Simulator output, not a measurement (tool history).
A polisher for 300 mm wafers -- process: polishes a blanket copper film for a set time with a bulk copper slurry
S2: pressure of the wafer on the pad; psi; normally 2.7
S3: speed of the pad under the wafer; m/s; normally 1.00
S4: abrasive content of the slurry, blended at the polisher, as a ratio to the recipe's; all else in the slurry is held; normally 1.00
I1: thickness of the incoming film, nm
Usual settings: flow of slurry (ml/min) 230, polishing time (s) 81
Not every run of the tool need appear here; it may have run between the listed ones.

run 1 hour=0.0 | flow_of_slurry_(ml/min)=230 S2=2.7 S3=1.00 S4=1.00 polishing_time_(s)=81 | I1=2084.8 | film_removed_(Å)=7460
-- hour=0.8 slurry blender recalibrated
run 2 hour=59.6 | flow_of_slurry_(ml/min)=230 S2=2.7 S3=1.00 S4=1.00 polishing_time_(s)=81 | I1=2079.9 | film_removed_(Å)=7271
run 3 hour=109.7 | flow_of_slurry_(ml/min)=230 S2=2.7 S3=1.00 S4=1.00 polishing_time_(s)=81 | I1=2065.7 | film_removed_(Å)=7116
run 4 hour=156.1 | flow_of_slurry_(ml/min)=230 S2=2.7 S3=1.00 S4=1.00 polishing_time_(s)=81 | I1=2066.4 | film_removed_(Å)=7160
run 5 hour=219.1 | flow_of_slurry_(ml/min)=230 S2=2.7 S3=1.00 S4=1.00 polishing_time_(s)=81 | I1=2123.8 | film_removed_(Å)=6998
-- hour=259.6 worn pad replaced by a new one
-- hour=265.2 head pressure recalibrated
run 6 hour=307.0 | flow_of_slurry_(ml/min)=230 S2=2.7 S3=1.00 S4=1.00 polishing_time_(s)=81 | I1=2053.2 | film_removed_(Å)=7432
-- hour=376.4 slurry blender recalibrated
run 7 hour=385.8 | flow_of_slurry_(ml/min)=230 S2=2.7 S3=1.00 S4=1.00 polishing_time_(s)=81 | I1=2128.3 | film_removed_(Å)=7205
run 8 hour=446.1 | flow_of_slurry_(ml/min)=175 S2=2.7 S3=1.00 S4=1.00 polishing_time_(s)=81 | I1=2105.9 | film_removed_(Å)=6877
run 9 hour=511.2 | flow_of_slurry_(ml/min)=175 S2=2.7 S3=1.00 S4=1.00 polishing_time_(s)=81 | I1=2080.3 | film_removed_(Å)=6687
-- hour=521.0 slurry nozzle cleaned
run 10 hour=601.1 | flow_of_slurry_(ml/min)=175 S2=2.7 S3=1.00 S4=1.00 polishing_time_(s)=81 | I1=2124.0 | film_removed_(Å)=6752
-- hour=614.2 worn pad replaced by a new one
run 11 hour=662.4 | flow_of_slurry_(ml/min)=230 S2=2.7 S3=0.88 S4=1.00 polishing_time_(s)=81 | I1=2128.9 | film_removed_(Å)=6955
run 12 hour=734.1 | flow_of_slurry_(ml/min)=230 S2=2.7 S3=0.88 S4=1.00 polishing_time_(s)=81 | I1=2115.9 | film_removed_(Å)=6658
-- hour=768.6 slurry blender recalibrated
run 13 hour=770.6 | flow_of_slurry_(ml/min)=230 S2=2.7 S3=0.88 S4=1.00 polishing_time_(s)=81 | I1=2114.7 | film_removed_(Å)=6628
run 14 hour=827.9 | flow_of_slurry_(ml/min)=230 S2=2.7 S3=1.00 S4=1.00 polishing_time_(s)=81 | I1=2104.5 | film_removed_(Å)=7048
-- hour=830.8 head pressure recalibrated
run 15 hour=867.9 | flow_of_slurry_(ml/min)=260 S2=1.9 S3=1.00 S4=1.00 polishing_time_(s)=67 | I1=2101.5 | film_removed_(Å)=4660
-- hour=952.4 worn pad replaced by a new one
run 16 hour=955.8 | flow_of_slurry_(ml/min)=230 S2=2.7 S3=1.00 S4=1.00 polishing_time_(s)=81 | I1=2119.1 | film_removed_(Å)=7741
run 17 hour=1016.6 | flow_of_slurry_(ml/min)=230 S2=2.7 S3=1.00 S4=1.00 polishing_time_(s)=81 | I1=2079.5 | film_removed_(Å)=7421
run 18 hour=1076.3 | flow_of_slurry_(ml/min)=230 S2=2.7 S3=1.00 S4=1.00 polishing_time_(s)=90 | I1=2067.6 | film_removed_(Å)=8035
-- hour=1145.8 slurry blender recalibrated
run 19 hour=1155.2 | flow_of_slurry_(ml/min)=230 S2=2.7 S3=1.00 S4=0.85 polishing_time_(s)=59 | I1=2075.1 | film_removed_(Å)=4738
-- hour=1191.3 slurry nozzle cleaned
run 20 hour=1229.6 | flow_of_slurry_(ml/min)=175 S2=3.4 S3=1.00 S4=1.10 polishing_time_(s)=107 | I1=2111.2 | film_removed_(Å)=10847
run 21 hour=1267.9 | flow_of_slurry_(ml/min)=160 S2=2.7 S3=1.00 S4=1.20 polishing_time_(s)=70 | I1=2086.7 | film_removed_(Å)=6072
-- hour=1311.0 worn pad replaced by a new one
run 22 hour=1318.0 | flow_of_slurry_(ml/min)=230 S2=3.4 S3=1.18 S4=1.00 polishing_time_(s)=81 | I1=2108.0 | film_removed_(Å)=10004
-- hour=1356.2 head pressure recalibrated
run 23 hour=1360.8 | flow_of_slurry_(ml/min)=210 S2=2.7 S3=1.30 S4=1.15 polishing_time_(s)=98 | I1=2099.4 | film_removed_(Å)=11231
run 24 hour=1453.7 | flow_of_slurry_(ml/min)=230 S2=2.3 S3=0.72 S4=0.75 polishing_time_(s)=106 | I1=2099.3 | film_removed_(Å)=6176
-- hour=1497.1 slurry blender recalibrated
run 25 hour=1552.5 | flow_of_slurry_(ml/min)=230 S2=2.0 S3=1.30 S4=1.00 polishing_time_(s)=62 | I1=2100.9 | film_removed_(Å)=5112
run 26 hour=1607.3 | flow_of_slurry_(ml/min)=230 S2=2.7 S3=1.00 S4=1.00 polishing_time_(s)=81 | I1=2091.4 | film_removed_(Å)=6925
-- hour=1645.7 worn pad replaced by a new one
run 27 hour=1705.1 | flow_of_slurry_(ml/min)=230 S2=2.7 S3=1.00 S4=1.00 polishing_time_(s)=81 | I1=2107.2 | film_removed_(Å)=7420

Run 28 is up next; what results do you expect?
run 28 hour=1796.2 | flow_of_slurry_(ml/min)=230 S2=2.7 S3=1.00 S4=0.90 polishing_time_(s)=81 | I1=2075.3 | film_removed_(Å)=?

For run 28 the tool returned film removed (Å) 6940.
With the hidden condition absent and the run-to-run variation left alone, this run would have shown film removed (Å) 7639.

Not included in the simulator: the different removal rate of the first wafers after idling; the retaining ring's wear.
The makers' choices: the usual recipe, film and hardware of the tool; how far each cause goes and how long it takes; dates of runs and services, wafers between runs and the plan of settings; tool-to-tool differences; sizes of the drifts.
